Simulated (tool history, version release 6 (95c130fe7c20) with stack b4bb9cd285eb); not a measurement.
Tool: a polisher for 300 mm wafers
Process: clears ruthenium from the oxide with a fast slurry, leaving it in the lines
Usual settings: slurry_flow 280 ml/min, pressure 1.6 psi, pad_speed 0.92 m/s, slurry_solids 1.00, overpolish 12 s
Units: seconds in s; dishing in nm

| run | hour | slurry_flow | pressure | pad_speed | slurry_solids | overpolish | wafers since the last listed run | wafers polished on this pad | hours since the slurry nozzle was cleaned | hours since the head pressure was calibrated | hours since the slurry blender was calibrated | incoming thickness of the incoming film, nm | seconds | dishing |
|---|---|---|---|---|---|---|---|---|---|---|---|---|---|---|
| 1 | 0.0 | 280 | 1.6 | 0.92 | 1.00 | 12 | 0 | 282 | 249.1 | 447.0 | 197.1 | 206.3 | 99.9 | 23.3 |
| 2 | 107.2 | 280 | 1.6 | 0.92 | 1.00 | 12 | 510 | 793 | 356.3 | 554.2 | 304.3 | 204.4 | 99.6 | 23.0 |
| 3 | 144.5 | 280 | 1.6 | 0.92 | 1.00 | 12 | 177 | 970 | 393.6 | 591.5 | 341.6 | 209.5 | 106.6 | 22.3 |
| 4 | 249.9 | 280 | 1.6 | 1.12 | 1.00 | 12 | 501 | 1472 | 499.0 | 696.9 | 447.0 | 207.6 | 84.1 | 27.0 |
|  | 263.4 | head pressure recalibrated |
|  | 298.4 | slurry blender recalibrated |
| 5 | 316.4 | 280 | 1.6 | 1.12 | 1.00 | 12 | 297 | 1770 | 565.5 | 53.0 | 18.0 | 206.3 | 88.3 | 24.4 |
|  | 357.8 | slurry nozzle cleaned |
| 6 | 420.5 | 280 | 1.6 | 0.92 | 1.00 | 14 | 490 | 2261 | 62.7 | 157.1 | 122.1 | 207.6 | 105.2 | 24.8 |
|  | 447.0 | worn pad replaced by a new one |
| 7 | 509.6 | 280 | 1.6 | 1.04 | 1.00 | 12 | 405 | 298 | 151.8 | 246.2 | 211.2 | 204.9 | 86.9 | 25.3 |
| 8 | 583.4 | 280 | 1.6 | 1.04 | 1.00 | 12 | 351 | 649 | 225.6 | 320.0 | 285.0 | 208.1 | 87.3 | 25.4 |
| 9 | 681.0 | 280 | 1.6 | 1.04 | 1.00 | 12 | 464 | 1114 | 323.2 | 417.6 | 382.6 | 202.4 | 87.2 | 24.5 |
| 10 | 730.2 | 280 | 1.2 | 0.92 | 1.00 | 12 | 234 | 1348 | 372.4 | 466.8 | 431.8 | 206.0 | 135.6 | 16.9 |
|  | 762.8 | slurry blender recalibrated |
| 11 | 777.5 | 280 | 1.6 | 0.92 | 1.00 | 12 | 215 | 1564 | 419.7 | 514.1 | 14.7 | 202.7 | 99.1 | 22.2 |
|  | 878.5 | head pressure recalibrated |
| 12 | 882.6 | 280 | 1.2 | 0.92 | 1.20 | 12 | 490 | 2054 | 524.8 | 4.1 | 119.8 | 203.6 | 120.0 | 17.7 |
|  | 967.3 | slurry nozzle cleaned |
|  | 971.2 | worn pad replaced by a new one |
| 13 | 1032.8 | 280 | 2.1 | 0.92 | 1.00 | 12 | 691 | 293 | 65.5 | 154.3 | 270.0 | 208.2 | 75.0 | 29.2 |
| 14 | 1123.7 | 280 | 1.6 | 0.92 | 1.00 | 12 | 432 | 726 | 156.4 | 245.2 | 360.9 | 204.6 | 101.3 | 21.9 |
|  | 1249.4 | slurry blender recalibrated |
| 15 | 1257.9 | 355 | 1.2 | 0.92 | 1.00 | 12 | 629 | 1355 | 290.6 | 379.4 | 8.5 | 206.0 | 131.1 | 16.8 |
| 16 | 1337.1 | 180 | 1.6 | 0.92 | 1.00 | 12 | 377 | 1732 | 369.8 | 458.6 | 87.7 | 207.2 | 109.5 | 20.7 |
| 17 | 1415.1 | 280 | 1.6 | 0.92 | 1.00 | 12 | 371 | 2104 | 447.8 | 536.6 | 165.7 | 204.5 | 103.9 | 21.4 |
|  | 1446.4 | worn pad replaced by a new one |
| 18 | 1488.8 | 365 | 2.0 | 0.92 | 1.25 | 6 | 331 | 202 | 521.5 | 610.3 | 239.4 | 206.5 | 69.0 | 17.0 |
| 19 | 1530.1 | 280 | 1.2 | 0.92 | 1.20 | 12 | 196 | 398 | 562.8 | 651.6 | 280.7 | 203.7 | 114.4 | 19.7 |
|  | 1534.0 | slurry nozzle cleaned |
|  | 1612.7 | head pressure recalibrated |
| 20 | 1637.0 | 280 | 1.6 | 0.62 | 1.00 | 12 | 494 | 893 | 103.0 | 24.3 | 387.6 | 202.5 | 145.8 | 15.9 |
| 21 | 1690.3 | 280 | 1.6 | 0.62 | 1.00 | 12 | 253 | 1147 | 156.3 | 77.6 | 440.9 | 204.5 | 148.6 | 14.5 |
| 22 | 1753.1 | 280 | 1.6 | 1.04 | 0.70 | 12 | 299 | 1446 | 219.1 | 140.4 | 503.7 | 209.2 | 124.3 | 18.5 |
|  | 1829.5 | slurry blender recalibrated |
| 23 | 1834.2 | 280 | 1.6 | 1.16 | 1.25 | 14 | 376 | 1822 | 300.2 | 221.5 | 4.7 | 205.0 | 72.7 | 35.3 |
|  | 1905.2 | worn pad replaced by a new one |
| 24 | 1905.7 | 280 | 1.6 | 0.92 | 1.00 | 12 | 321 | 2 | 371.7 | 293.0 | 76.2 | 203.3 | 95.6 | 23.2 |
| 25 | 1950.4 | 360 | 1.0 | 0.72 | 1.00 | 18 | 212 | 215 | 416.4 | 337.7 | 120.9 | 206.2 | 196.9 | 17.6 |
|  | 2037.6 | slurry nozzle cleaned |
| 26 | 2042.1 | 205 | 2.2 | 1.02 | 0.70 | 12 | 431 | 647 | 4.5 | 429.4 | 212.6 | 207.1 | 90.9 | 24.7 |
| 27 | 2125.2 | 225 | 1.6 | 0.92 | 0.75 | 16 | 395 | 1042 | 87.6 | 512.5 | 295.7 | 207.2 | 125.8 | 23.6 |

5 ways to go on from here, each from the tool as it stands after run 27. What would each give?
| A | 2125.7 | 280 | 1.6 | 0.92 | 1.00 | 12 | 2 | 1045 | 88.1 | 513.0 | 296.2 | 203.0 | ? | ? |
| B | 2125.7 | 280 | 1.4 | 0.92 | 1.00 | 12 | 2 | 1045 | 88.1 | 513.0 | 296.2 | 203.0 | ? | ? |
| C | 2125.7 | 195 | 2.1 | 0.92 | 1.00 | 12 | 2 | 1045 | 88.1 | 513.0 | 296.2 | 203.0 | ? | ? |
| D | 2125.7 | 280 | 1.6 | 1.20 | 1.00 | 12 | 2 | 1045 | 88.1 | 513.0 | 296.2 | 203.0 | ? | ? |
| E | 2125.7 | 280 | 1.6 | 0.92 | 1.00 | 16 | 2 | 1045 | 88.1 | 513.0 | 296.2 | 203.0 | ? | ? |

| run | seconds | dishing |
|---|---|---|
| A | 98.6 | 21.9 |
| B | 112.7 | 19.3 |
| C | 78.8 | 27.1 |
| D | 75.6 | 28.2 |
| E | 98.6 | 28.8 |
Without the tool's hidden state the same runs would have given:
| run | seconds | dishing |
|---|---|---|
| A | 94.8 | 22.8 |
| B | 108.3 | 20.0 |
| C | 75.7 | 28.2 |
| D | 72.7 | 29.3 |
| E | 94.8 | 29.9 |
